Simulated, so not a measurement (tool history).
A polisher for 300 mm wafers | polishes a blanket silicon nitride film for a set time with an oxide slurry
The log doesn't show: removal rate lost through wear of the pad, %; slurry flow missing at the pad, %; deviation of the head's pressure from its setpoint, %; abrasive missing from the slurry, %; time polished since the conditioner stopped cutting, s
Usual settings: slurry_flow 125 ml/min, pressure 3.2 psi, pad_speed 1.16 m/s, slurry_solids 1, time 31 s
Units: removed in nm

run,hour,slurry_flow,pressure,pad_speed,slurry_solids,time,wafers since the last listed run,wafers polished on this pad,hours since the slurry nozzle was cleaned,hours since the head pressure was calibrated,hours since the slurry blender was calibrated,hours since the conditioning disc was replaced,"incoming thickness of the incoming film, nm",removed
1,0,125,3.2,1.16,1,31,0,2450,54.4,1133.3,145.1,31.1,590.2,19.9
2,31.4,125,3.2,0.92,1,31,461,2911,85.8,1164.7,176.5,62.5,572.3,17.5
3,67.1,125,3.2,0.92,1,31,524,3436,121.5,1200.4,212.2,98.2,583.7,17
4,91.2,125,3.2,1.16,1,31,354,3790,145.6,1224.5,236.3,122.3,585.2,18.6
5,104.7,160,3.2,1.16,1,31,198,3988,159.1,1238,249.8,135.8,575.8,19.1
# hour 113.8: worn pad replaced by a new one
# hour 120.8: slurry blender recalibrated
6,122.5,95,3.2,0.82,0.85,40,173,97,176.9,1255.8,1.7,153.6,586.3,18.3
7,134.9,115,3.2,1.16,0.75,31,182,279,189.3,1268.2,14.1,166,568,16
8,156.1,125,3.2,1.16,1,31,311,591,210.5,1289.4,35.3,187.2,584.2,17.8
9,186.9,145,2.4,1.16,1,31,452,1044,241.3,1320.2,66.1,218,581.3,14.1
10,207.9,125,3.2,1.16,0.8,39,308,1352,262.3,1341.2,87.1,239,579.8,20.3
11,241.8,125,3.2,1.44,1,36,498,1850,296.2,1375.1,121,272.9,578.1,22.1
# hour 250.6: conditioning disc replaced and pad reconditioned
12,264.9,125,3.2,1.16,1,31,310,2160,319.3,1398.2,144.1,14.3,581.4,19.9
13,292.2,140,3.2,1.16,0.8,31,401,2562,346.6,1425.5,171.4,41.6,572.4,18.2
# hour 316.7: head pressure recalibrated
14,323.6,145,3.2,0.94,1,31,432,2994,378,6.9,202.8,73,580.9,17.8
# hour 345.1: slurry blender recalibrated
15,351.8,125,2.7,1.16,1,31,385,3379,406.2,35.1,6.7,101.2,580.7,16.1
16,366,125,2.7,1.38,1,31,208,3587,420.4,49.3,20.9,115.4,573.5,17.5
# hour 376.9: worn pad replaced by a new one
17,386.1,125,3.2,1.54,0.8,36,236,134,440.5,69.4,41,135.5,585.3,22.3
# hour 408.7: slurry nozzle cleaned
18,409.8,85,2.5,1.16,0.85,31,333,468,1.1,93.1,64.7,159.2,583.4,12.4
19,424,125,3.2,1.16,1,31,208,676,15.3,107.3,78.9,173.4,574.6,18.4
20,452.7,125,3.2,1.16,1,31,421,1098,44,136,107.6,202.1,575.7,17.6
21,477.6,125,2.1,1.16,0.85,31,365,1464,68.9,160.9,132.5,227,567.4,11.2
# hour 525.7: conditioning disc replaced and pad reconditioned
22,528.1,125,3.2,1.16,1,31,712,2177,119.4,211.4,183,2.4,575.4,20.1
23,558.3,125,3.6,1.16,0.85,35,443,2620,149.6,241.6,213.2,32.6,581.7,23.4
# hour 573.8: slurry blender recalibrated
24,582.1,95,3.8,1.54,1.2,31,320,2941,173.4,265.4,8.3,56.4,575.6,26.1
25,606.2,95,3.2,1.16,1,31,354,3295,197.5,289.5,32.4,80.5,589.9,17.4
# hour 619.5: worn pad replaced by a new one
26,636.4,125,3.2,1.16,1,31,385,247,227.7,319.7,62.6,110.7,572.8,19.2

What the log doesn't show, run by run:
removal rate lost through wear of the pad, %: 0 in every run
slurry flow missing at the pad, %: 0 in every run
deviation of the head's pressure from its setpoint, %: 0 in every run
abrasive missing from the slurry, %: 0 in every run
H1: time polished since the conditioner stopped cutting, s
run,H1
1,32.3
2,57.3
3,85.7
4,105
5,116
6,130
7,140
8,157
9,181
10,198
11,225
12,27.6
13,49.3
14,74.3
15,96.8
16,108
17,124
18,143
19,154
20,177
21,197
22,3.97
23,28
24,47
25,66.2
26,90.2
